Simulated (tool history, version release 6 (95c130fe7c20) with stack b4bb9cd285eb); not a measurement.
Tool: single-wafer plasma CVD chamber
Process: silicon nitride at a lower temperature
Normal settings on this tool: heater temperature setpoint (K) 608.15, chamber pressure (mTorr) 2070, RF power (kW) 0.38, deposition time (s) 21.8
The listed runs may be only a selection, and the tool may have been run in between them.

run	hour	heater temperature setpoint (K)	chamber pressure (mTorr)	RF power (kW)	deposition time (s)	read-back reference wafer on the same gauge, thickness_nm	mean film thickness on the monitor wafer (Å)
1	0	608.15	2070	0.38	21.8	33.682	306.16
2	16.1	608.15	2070	0.38	21.8	33.707	307.01
3	26.7	608.15	2070	0.38	21.8	33.682	305.31
4	33.3	608.15	2070	0.38	21.8	33.72	307.16
5	47.6	617.15	2070	0.38	21.8	33.701	306.32
6	59.3	608.15	2070	0.325	21.8	33.705	284.17
7	67.8	608.15	2070	0.38	21.8	33.746	306.33
8	77.3	608.15	1860	0.38	21.8	33.677	290.57
9	83.9	608.15	2070	0.38	21.8	33.731	305.89
10	91.4	608.15	2070	0.33	21.8	33.7	284.5
11	105.7	603.15	2340	0.38	21.8	33.704	322.51
12	113.7	601.15	1920	0.405	21.8	33.701	306.98
13	129.8	602.15	2530	0.38	21.8	33.722	330.77
14	144.2	608.15	2070	0.38	21.8	33.694	307.19
15	151.9	608.15	2070	0.38	21.8	33.727	306.41
16	174.4	621.15	2070	0.38	23.9	33.689	331.53
17	177.9	596.15	1570	0.415	24.8	33.691	316.66
18	192.7	594.15	2070	0.38	21.8	33.71	306.08
19	209.3	608.15	2070	0.38	21.8	33.69	317.9
20	219	608.15	2070	0.38	21.8	33.717	316.72
21	233.6	596.15	1780	0.38	21.8	33.716	296.02
22	246.7	608.15	2070	0.38	21.8	33.684	315.75
23	261.3	608.15	1630	0.325	21.8	33.69	260.01
24	277.4	608.15	2070	0.38	21.8	33.695	316.58
25	284	596.15	2280	0.425	19.6	33.733	314.88
26	297.8	594.15	2070	0.42	18.6	33.673	285.98
27	343.3	608.15	2450	0.435	24.5	33.677	405
28	353.9	620.15	2390	0.38	18.5	33.697	281.86
29	366.9	608.15	2070	0.38	21.8	33.718	315.96
30	378.2	608.15	2070	0.38	21.8	33.717	316.06

Missing from the log above: 5 entries noted between runs. For each, name the pair of listed runs it sits between and say how the tool's hidden condition differs from the listed run just before to the listed run just after:
Run 1 -> run 2: gauge calibrated (hour 15.3)
  true pressure above the setpoint (%): -7.89 -> -7.97
  measured less the result without the state, mean film thickness on the monitor wafer (Å): -11.39 -> -11.56
Run 15 -> run 16: thermocouple changed; heater temperature recalibrated (hour 173.9)
  true pressure above the setpoint (%): -8.69 -> -8.81
  measured less the result without the state, mean film thickness on the monitor wafer (Å): -12.7 -> -13.96
Run 18 -> run 19: capacitance manometer re-zeroed and calibrated (hour 204.5)
  true pressure above the setpoint (%): -8.91 -> -1.2
  measured less the result without the state, mean film thickness on the monitor wafer (Å): -13.04 -> -1.61
Run 20 -> run 21: RF generator calibrated (hour 228)
  true pressure above the setpoint (%): -1.25 -> -1.33
  measured less the result without the state, mean film thickness on the monitor wafer (Å): -1.67 -> -1.81
Run 21 -> run 22: showerhead replaced (hour 246)
  true pressure above the setpoint (%): -1.33 -> -1.4
  measured less the result without the state, mean film thickness on the monitor wafer (Å): -1.81 -> -1.87
